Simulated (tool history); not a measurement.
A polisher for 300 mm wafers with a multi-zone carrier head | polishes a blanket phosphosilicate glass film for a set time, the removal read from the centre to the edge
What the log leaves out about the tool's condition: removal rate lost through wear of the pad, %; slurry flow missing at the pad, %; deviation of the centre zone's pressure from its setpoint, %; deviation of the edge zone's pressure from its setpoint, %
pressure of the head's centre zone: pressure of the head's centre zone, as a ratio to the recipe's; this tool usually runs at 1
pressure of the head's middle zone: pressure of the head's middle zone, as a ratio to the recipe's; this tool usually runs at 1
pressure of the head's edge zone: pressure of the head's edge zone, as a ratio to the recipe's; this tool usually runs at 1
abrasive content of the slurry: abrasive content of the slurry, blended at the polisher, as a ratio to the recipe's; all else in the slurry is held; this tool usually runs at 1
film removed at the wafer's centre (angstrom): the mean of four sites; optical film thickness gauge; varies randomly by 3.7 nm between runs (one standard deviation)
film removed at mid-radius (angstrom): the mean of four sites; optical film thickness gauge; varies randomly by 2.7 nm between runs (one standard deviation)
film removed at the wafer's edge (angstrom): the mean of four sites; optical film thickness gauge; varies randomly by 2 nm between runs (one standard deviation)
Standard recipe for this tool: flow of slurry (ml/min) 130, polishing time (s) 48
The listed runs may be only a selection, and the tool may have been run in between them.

run     day  flow of slurry (ml/min)  pressure of the head's centre zone  pressure of the head's middle zone  pressure of the head's edge zone  abrasive content of the slurry  polishing time (s)  wafers since the last listed run  wafers polished on this pad  hours since the slurry nozzle was cleaned  hours since the centre zone pressure was calibrated  hours since the edge zone pressure was calibrated  hours since the carrier head's membrane was replaced  incoming thickness of the incoming film, nm  film removed at the wafer's centre (angstrom)  film removed at mid-radius (angstrom)  film removed at the wafer's edge (angstrom)
  1       0                      130                                   1                                   1                                 1                               1                  48                                 0                          241                                      475.3                                                500.8                                              126.9                                                  15.3                                       1837.5                                           2828                                   2917                                         2903
  2   1.088                      130                                   1                                   1                                 1                               1                  48                               353                          595                                      501.4                                                526.9                                                153                                                  41.4                                       1871.3                                           2794                                   2894                                         2924
  3    4.95                      130                                   1                                   1                                 1                               1                  48                              1255                         1850                                      594.1                                                619.6                                              245.7                                                 134.1                                       1828.3                                           2711                                   2725                                         2789
  4   6.267                      130                                   1                                   1                                 1                               1                  48                               428                         2279                                      625.7                                                651.2                                              277.3                                                 165.7                                       1856.8                                           2575                                   2697                                         2713
  5   7.283                      130                                   1                                   1                                 1                               1                  48                               330                         2609                                      650.1                                                675.6                                              301.7                                                 190.1                                       1836.5                                           2519                                   2601                                         2649
  6   8.588                      105                                   1                                   1                              0.92                            1.15                  48                               424                         3033                                      681.4                                                706.9                                                333                                                 221.4                                       1847.4                                           2457                                   2565                                         2532
  7   9.129                      130                                   1                                   1                                 1                               1                  48                               176                         3209                                      694.4                                                719.9                                                346                                                 234.4                                       1860.3                                           2415                                   2490                                         2508
      9.371  -- worn pad replaced by a new one
  8  10.188                      130                                   1                                   1                                 1                               1                  48                               289                          265                                      719.8                                                745.3                                              371.4                                                 259.8                                       1831.6                                           2747                                   2819                                         2885
  9   10.75                      130                                   1                                 0.9                                 1                               1                  48                               182                          447                                      733.3                                                758.8                                              384.9                                                 273.3                                       1833.1                                           2794                                   2614                                         2901
     11.988  -- edge zone pressure recalibrated
 10  12.008                      130                                0.88                                   1                              1.08                               1                  64                               382                          830                                      763.5                                                  789                                                0.5                                                 303.5                                       1810.2                                           3175                                   3787                                         3966
 11  13.262                      130                                1.06                                   1                                 1                               1                  38                               407                         1237                                      793.6                                                819.1                                               30.6                                                 333.6                                       1811.9                                           2243                                   2196                                         2261
     14.692  -- slurry nozzle cleaned
 12  15.721                       85                                   1                                1.12                                 1                               1                  48                               785                         2023                                       24.7                                                878.1                                               89.6                                                 392.6                                       1827.3                                           2512                                   2873                                         2674
 13  16.304                      130                                   1                                   1                               1.1                               1                  48                               189                         2213                                       38.7                                                892.1                                              103.6                                                 406.6                                       1826.2                                           2809                                   2923                                         3007
     17.375  -- worn pad replaced by a new one
 14  17.396                      130                                   1                                   1                                 1                               1                  48                               300                            6                                       64.9                                                918.3                                              129.8                                                 432.8                                       1826.3                                           2986                                   3038                                         3040
 15  17.892                      130                                1.03                                0.95                                 1                               1                  48                               161                          168                                       76.8                                                930.2                                              141.7                                                 444.7                                       1838.6                                           3115                                   2886                                         3041
     18.046  -- centre zone pressure recalibrated
 16  21.204                      145                                   1                                   1                                 1                               1                  48                              1049                         1217                                      156.3                                                 75.8                                              221.2                                                 524.2                                       1836.8                                           2946                                   3026                                         3039
 17  21.833                      130                                   1                                   1                                 1                               1                  48                               204                         1422                                      171.4                                                 90.9                                              236.3                                                 539.3                                       1795.7                                           2828                                   2985                                         2958
 18  22.846                      130                                   1                                   1                                 1                             0.7                  48                               329                         1751                                      195.7                                                115.2                                              260.6                                                 563.6                                       1830.3                                           2189                                   2205                                         2199
 19  26.929                      130                                 1.1                                0.93                              1.03                               1                  59                              1327                         3079                                      293.7                                                213.2                                              358.6                                                 661.6                                       1838.2                                           3491                                   3081                                         3281
     27.658  -- edge zone pressure recalibrated
     27.721  -- worn pad replaced by a new one
 20      28                      130                                   1                                   1                                 1                             0.7                  48                               300                           90                                      319.4                                                238.9                                                8.2                                                 687.3                                       1833.1                                           2179                                   2241                                         2253
 21  29.392                      130                                   1                                   1                                 1                               1                  48                               452                          543                                      352.8                                                272.3                                               41.6                                                 720.7                                       1841.9                                           2871                                   2970                                         2995

What if the next run were any one of these 4? Each begins from the tool's condition after run 21:
  A  29.408                      130                                   1                                   1                              0.93                               1                  48                                 5                          548                                      353.2                                                272.7                                                 42                                                 721.1                                       1815.2                                              ?                                      ?                                            ?
  B  29.408                      130                                0.93                                   1                                 1                               1                  48                                 5                          548                                      353.2                                                272.7                                                 42                                                 721.1                                       1815.2                                              ?                                      ?                                            ?
  C  29.408                      130                                   1                                0.92                                 1                               1                  48                                 5                          548                                      353.2                                                272.7                                                 42                                                 721.1                                       1815.2                                              ?                                      ?                                            ?
  D  29.408                      105                                   1                                1.11                              0.97                            1.15                  48                                 5                          548                                      353.2                                                272.7                                                 42                                                 721.1                                       1815.2                                              ?                                      ?                                            ?

run  film removed at the wafer's centre (angstrom)  film removed at mid-radius (angstrom)  film removed at the wafer's edge (angstrom)
  A                                           2871                                   2971                                         2868
  B                                           2674                                   2972                                         2969
  C                                           2869                                   2770                                         2972
  D                                           2914                                   3323                                         3047
Without the tool's unlogged condition, the same runs would have read:
run  film removed at the wafer's centre (angstrom)  film removed at mid-radius (angstrom)  film removed at the wafer's edge (angstrom)
  A                                           3042                                   3129                                         2981
  B                                           2833                                   3130                                         3086
  C                                           3040                                   2918                                         3089
  D                                           3122                                   3532                                         3183

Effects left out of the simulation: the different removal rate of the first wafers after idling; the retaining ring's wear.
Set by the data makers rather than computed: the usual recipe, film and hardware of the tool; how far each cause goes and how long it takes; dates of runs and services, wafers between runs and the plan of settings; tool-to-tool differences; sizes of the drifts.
